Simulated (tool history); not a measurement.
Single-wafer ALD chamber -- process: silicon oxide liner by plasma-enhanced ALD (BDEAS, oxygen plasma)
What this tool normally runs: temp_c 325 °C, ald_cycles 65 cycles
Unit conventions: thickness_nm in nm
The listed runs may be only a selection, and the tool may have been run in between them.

run   hour  temp_c  ald_cycles  wafers since the last listed run  hours since the last thermocouple change  hours since the gauge calibration  read-back reference wafer on the same gauge, thickness_nm  thickness_nm
  1    0.0     325          65                                 0                                    2254.7                              223.7                                                      4.574         5.519
  2   19.0     325          65                               116                                    2273.7                              242.7                                                      4.570         5.504
  3   42.8     337          65                               146                                    2297.5                              266.5                                                      4.556         5.408
      48.5  -- gauge calibrated
  4   63.5     337          65                               127                                    2318.2                               15.0                                                      4.589         5.416
  5   93.8     325          74                               186                                    2348.5                               45.3                                                      4.596         6.342
  6  180.6     325          74                               533                                    2435.3                              132.1                                                      4.582         6.304
  7  199.8     334          65                               117                                    2454.5                              151.3                                                      4.583         5.454
  8  221.1     334          65                               130                                    2475.8                              172.6                                                      4.577         5.440
  9  247.1     325          65                               159                                    2501.8                              198.6                                                      4.571         5.525
 10  263.3     318          75                                99                                    2518.0                              214.8                                                      4.562         6.432
 11  293.3     337          65                               184                                    2548.0                              244.8                                                      4.556         5.392
 12  313.9     337          61                               126                                    2568.6                              265.4                                                      4.546         5.028
     326.8  -- gauge calibrated
 13  408.0     318          65                               578                                    2662.7                               81.2                                                      4.593         5.600
     418.7  -- thermocouple changed; heater temperature recalibrated
 14  433.9     335          73                               109                                      15.2                              107.1                                                      4.583         6.122
 15  451.1     314          61                               105                                      32.4                              124.3                                                      4.587         5.293
 16  478.3     333          73                               167                                      59.6                              151.5                                                      4.579         6.125
 17  511.0     325          60                               200                                      92.3                              184.2                                                      4.567         5.103
 18  524.1     311          77                                80                                     105.4                              197.3                                                      4.570         6.674

Difference, measured minus no-hidden-state, one row per run. Run-to-run variation is common to both terms; the gauge's own scatter need not be:
The tool's hidden condition here consists of: wafer temperature above the value expected at the setpoint (K); gauge reads high (%).
run  thickness_nm
  1        -0.032
  2        -0.039
  3        -0.047
  4        -0.007
  5        -0.009
  6        -0.022
  7        -0.024
  8        -0.029
  9        -0.037
 10        -0.048
 11        -0.051
 12        -0.056
 13        -0.012
 14        -0.018
 15        -0.019
 16        -0.028
 17        -0.031
 18        -0.045
